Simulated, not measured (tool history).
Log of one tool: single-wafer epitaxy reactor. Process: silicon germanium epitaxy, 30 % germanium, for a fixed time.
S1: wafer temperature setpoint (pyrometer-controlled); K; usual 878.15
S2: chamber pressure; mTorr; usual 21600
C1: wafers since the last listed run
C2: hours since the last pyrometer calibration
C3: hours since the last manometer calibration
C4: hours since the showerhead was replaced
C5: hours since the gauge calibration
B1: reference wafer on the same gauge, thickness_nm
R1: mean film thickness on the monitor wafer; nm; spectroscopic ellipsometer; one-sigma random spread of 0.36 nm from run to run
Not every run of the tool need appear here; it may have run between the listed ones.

run 1 hour=0.0 | S1=878.15 S2=21600 | C1=0 C2=2445.6 C3=1117.0 C4=5054.1 C5=527.2 | B1=60.080 | R1=63.487
run 2 hour=25.3 | S1=878.15 S2=21600 | C1=401 C2=2470.9 C3=1142.3 C4=5079.4 C5=552.5 | B1=59.980 | R1=63.769
run 3 hour=59.8 | S1=878.15 S2=21600 | C1=547 C2=2505.4 C3=1176.8 C4=5113.9 C5=587.0 | B1=60.095 | R1=63.759
run 4 hour=89.7 | S1=878.15 S2=21600 | C1=474 C2=2535.3 C3=1206.7 C4=5143.8 C5=616.9 | B1=60.160 | R1=64.286
run 5 hour=122.0 | S1=878.15 S2=21600 | C1=512 C2=2567.6 C3=1239.0 C4=5176.1 C5=649.2 | B1=60.111 | R1=64.154
run 6 hour=139.8 | S1=878.15 S2=21600 | C1=282 C2=2585.4 C3=1256.8 C4=5193.9 C5=667.0 | B1=60.202 | R1=64.226
run 7 hour=157.4 | S1=887.15 S2=21600 | C1=279 C2=2603.0 C3=1274.4 C4=5211.5 C5=684.6 | B1=60.198 | R1=77.006
run 8 hour=172.1 | S1=878.15 S2=21600 | C1=233 C2=2617.7 C3=1289.1 C4=5226.2 C5=699.3 | B1=60.057 | R1=64.209
run 9 hour=191.2 | S1=875.15 S2=25700 | C1=303 C2=2636.8 C3=1308.2 C4=5245.3 C5=718.4 | B1=60.094 | R1=64.439
run 10 hour=222.1 | S1=878.15 S2=21600 | C1=490 C2=2667.7 C3=1339.1 C4=5276.2 C5=749.3 | B1=60.175 | R1=63.149
-- hour=240.4 pyrometer calibrated
run 11 hour=256.9 | S1=878.15 S2=21600 | C1=425 C2=16.5 C3=1373.9 C4=5311.0 C5=784.1 | B1=59.985 | R1=69.676
-- hour=273.8 showerhead replaced
run 12 hour=274.3 | S1=878.15 S2=21600 | C1=149 C2=33.9 C3=1391.3 C4=0.5 C5=801.5 | B1=60.146 | R1=69.726
run 13 hour=294.2 | S1=868.15 S2=17400 | C1=315 C2=53.8 C3=1411.2 C4=20.4 C5=821.4 | B1=60.124 | R1=51.062
run 14 hour=318.3 | S1=868.15 S2=17400 | C1=382 C2=77.9 C3=1435.3 C4=44.5 C5=845.5 | B1=60.209 | R1=50.834
run 15 hour=344.7 | S1=868.15 S2=17400 | C1=419 C2=104.3 C3=1461.7 C4=70.9 C5=871.9 | B1=59.937 | R1=50.593
run 16 hour=373.0 | S1=868.15 S2=17400 | C1=449 C2=132.6 C3=1490.0 C4=99.2 C5=900.2 | B1=60.056 | R1=50.475
-- hour=394.3 gauge calibrated
run 17 hour=399.3 | S1=878.15 S2=23300 | C1=417 C2=158.9 C3=1516.3 C4=125.5 C5=5.0 | B1=60.101 | R1=71.767
run 18 hour=429.2 | S1=874.15 S2=25200 | C1=474 C2=188.8 C3=1546.2 C4=155.4 C5=34.9 | B1=60.077 | R1=67.640
run 19 hour=462.2 | S1=878.15 S2=21600 | C1=523 C2=221.8 C3=1579.2 C4=188.4 C5=67.9 | B1=60.087 | R1=67.922
run 20 hour=488.9 | S1=878.15 S2=21600 | C1=423 C2=248.5 C3=1605.9 C4=215.1 C5=94.6 | B1=60.041 | R1=67.920
run 21 hour=517.6 | S1=874.15 S2=17700 | C1=455 C2=277.2 C3=1634.6 C4=243.8 C5=123.3 | B1=60.033 | R1=57.079
run 22 hour=532.6 | S1=878.15 S2=17700 | C1=238 C2=292.2 C3=1649.6 C4=258.8 C5=138.3 | B1=60.113 | R1=61.373
-- hour=560.2 capacitance manometer re-zeroed and calibrated
run 23 hour=564.8 | S1=864.15 S2=16700 | C1=384 C2=324.4 C3=4.6 C4=291.0 C5=170.5 | B1=60.049 | R1=44.890
run 24 hour=580.7 | S1=878.15 S2=18300 | C1=252 C2=340.3 C3=20.5 C4=306.9 C5=186.4 | B1=60.116 | R1=62.696
run 25 hour=599.6 | S1=863.15 S2=21600 | C1=300 C2=359.2 C3=39.4 C4=325.8 C5=205.3 | B1=60.024 | R1=49.328
run 26 hour=631.7 | S1=874.15 S2=17700 | C1=509 C2=391.3 C3=71.5 C4=357.9 C5=237.4 | B1=60.086 | R1=55.824
run 27 hour=648.1 | S1=872.15 S2=26800 | C1=260 C2=407.7 C3=87.9 C4=374.3 C5=253.8 | B1=60.079 | R1=65.456
run 28 hour=672.0 | S1=878.15 S2=18900 | C1=379 C2=431.6 C3=111.8 C4=398.2 C5=277.7 | B1=60.144 | R1=62.914
run 29 hour=687.1 | S1=872.15 S2=23800 | C1=239 C2=446.7 C3=126.9 C4=413.3 C5=292.8 | B1=60.183 | R1=61.899
run 30 hour=722.0 | S1=885.15 S2=17000 | C1=554 C2=481.6 C3=161.8 C4=448.2 C5=327.7 | B1=60.089 | R1=68.856

Each row is a separate what-if for the run after 30, all from the same tool condition, not one after another. Results?
run A hour=722.4 | S1=878.15 S2=21600 | C1=6 C2=482.0 C3=162.2 C4=448.6 C5=328.1 | B1=? | R1=?
run B hour=722.4 | S1=864.15 S2=26300 | C1=6 C2=482.0 C3=162.2 C4=448.6 C5=328.1 | B1=? | R1=?
run C hour=722.4 | S1=866.15 S2=21600 | C1=6 C2=482.0 C3=162.2 C4=448.6 C5=328.1 | B1=? | R1=?
run D hour=722.4 | S1=885.15 S2=23200 | C1=6 C2=482.0 C3=162.2 C4=448.6 C5=328.1 | B1=? | R1=?

run=A B1=60.012 R1=66.281
run=B B1=60.012 R1=54.003
run=C B1=60.012 R1=51.481
run=D B1=60.012 R1=79.118
With no hidden state in the tool, these same runs would have given:
run=A R1=69.988
run=B R1=57.139
run=C R1=54.455
run=D R1=83.461
